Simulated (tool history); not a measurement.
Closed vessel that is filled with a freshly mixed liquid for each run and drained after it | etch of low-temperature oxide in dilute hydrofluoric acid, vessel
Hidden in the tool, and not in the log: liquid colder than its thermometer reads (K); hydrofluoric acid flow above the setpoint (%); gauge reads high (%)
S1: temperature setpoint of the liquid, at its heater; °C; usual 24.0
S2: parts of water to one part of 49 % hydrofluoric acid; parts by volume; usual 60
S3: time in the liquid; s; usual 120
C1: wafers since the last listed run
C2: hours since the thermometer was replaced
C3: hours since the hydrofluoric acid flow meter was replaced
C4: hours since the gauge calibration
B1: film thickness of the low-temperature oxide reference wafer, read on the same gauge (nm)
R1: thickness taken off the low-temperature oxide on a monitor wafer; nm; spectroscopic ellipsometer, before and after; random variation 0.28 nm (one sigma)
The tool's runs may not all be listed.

Run 1, hour 0.0: usual settings; C1 0; C2 425.1; C3 382.7; C4 902.1; B1 110.00. Result: R1 51.34 nm.
Run 2, hour 69.5: usual settings; C1 6720; C2 494.6; C3 452.2; C4 971.6; B1 109.99. Result: R1 51.30 nm.
Run 3, hour 172.7: usual settings; C1 9979; C2 597.8; C3 555.4; C4 1074.8; B1 110.05. Result: R1 52.16 nm.
Run 4, hour 208.8: usual settings; C1 3490; C2 633.9; C3 591.5; C4 1110.9; B1 109.99. Result: R1 51.48 nm.
Run 5, hour 277.7: usual settings; C1 6662; C2 702.8; C3 660.4; C4 1179.8; B1 110.02. Result: R1 51.22 nm.
Run 6, hour 382.5: usual settings; C1 10133; C2 807.6; C3 765.2; C4 1284.6; B1 110.01. Result: R1 51.61 nm.
At hour 437.9: thermometer replaced.
Run 7, hour 701.4: usual settings; C1 30740; C2 263.5; C3 1084.1; C4 1603.5; B1 110.02. Result: R1 52.58 nm.
Run 8, hour 759.7: usual settings; C1 5637; C2 321.8; C3 1142.4; C4 1661.8; B1 110.02. Result: R1 52.57 nm.
At hour 763.7: hydrofluoric acid flow meter replaced.
At hour 765.6: gauge calibrated.
Run 9, hour 836.2: usual settings but S1 22.0 °C, S3 180 s; C1 7300; C2 398.3; C3 72.5; C4 70.6; B1 110.00. Result: R1 69.21 nm.
Run 10, hour 904.8: usual settings but S1 20.5 °C; C1 6633; C2 466.9; C3 141.1; C4 139.2; B1 109.99. Result: R1 43.68 nm.
Run 11, hour 994.6: usual settings but S1 27.0 °C, S2 50 parts by volume, S3 95 s; C1 8683; C2 556.7; C3 230.9; C4 229.0; B1 109.96. Result: R1 55.15 nm.
Run 12, hour 1084.2: usual settings but S1 26.5 °C, S2 85 parts by volume, S3 185 s; C1 8664; C2 646.3; C3 320.5; C4 318.6; B1 110.00. Result: R1 59.70 nm.
Run 13, hour 1182.4: usual settings but S1 20.0 °C, S2 80 parts by volume, S3 75 s; C1 9495; C2 744.5; C3 418.7; C4 416.8; B1 110.01. Result: R1 19.67 nm.
At hour 1308.5: thermometer replaced.
Run 14, hour 1496.9: usual settings but S1 20.5 °C, S2 35 parts by volume; C1 30314; C2 188.4; C3 733.2; C4 731.3; B1 109.98. Result: R1 79.29 nm.
Run 15, hour 1537.5: usual settings; C1 3925; C2 229.0; C3 773.8; C4 771.9; B1 109.96. Result: R1 51.21 nm.
Run 16, hour 1644.8: usual settings; C1 10375; C2 336.3; C3 881.1; C4 879.2; B1 110.02. Result: R1 51.77 nm.

5 ways to go on from here, each from the tool as it stands after run 16. What would each give?
Run A, hour 1645.5: usual settings but S3 90 s; C1 67; C2 337.0; C3 881.8; C4 879.9; B1 ?. Result: R1 ?.
Run B, hour 1645.5: usual settings but S1 27.5 °C, S3 65 s; C1 67; C2 337.0; C3 881.8; C4 879.9; B1 ?. Result: R1 ?.
Run C, hour 1645.5: usual settings but S1 20.0 °C; C1 67; C2 337.0; C3 881.8; C4 879.9; B1 ?. Result: R1 ?.
Run D, hour 1645.5: usual settings but S1 22.0 °C; C1 67; C2 337.0; C3 881.8; C4 879.9; B1 ?. Result: R1 ?.
Run E, hour 1645.5: usual settings but S2 50 parts by volume; C1 67; C2 337.0; C3 881.8; C4 879.9; B1 ?. Result: R1 ?.

run      B1     R1
  A  109.97  39.11
  B  109.97  32.53
  C  109.97  44.16
  D  109.97  48.02
  E  109.97  63.37
Without the tool's hidden state the same runs would have given:
run     R1
  A  37.36
  B  31.06
  C  42.19
  D  45.88
  E  60.57
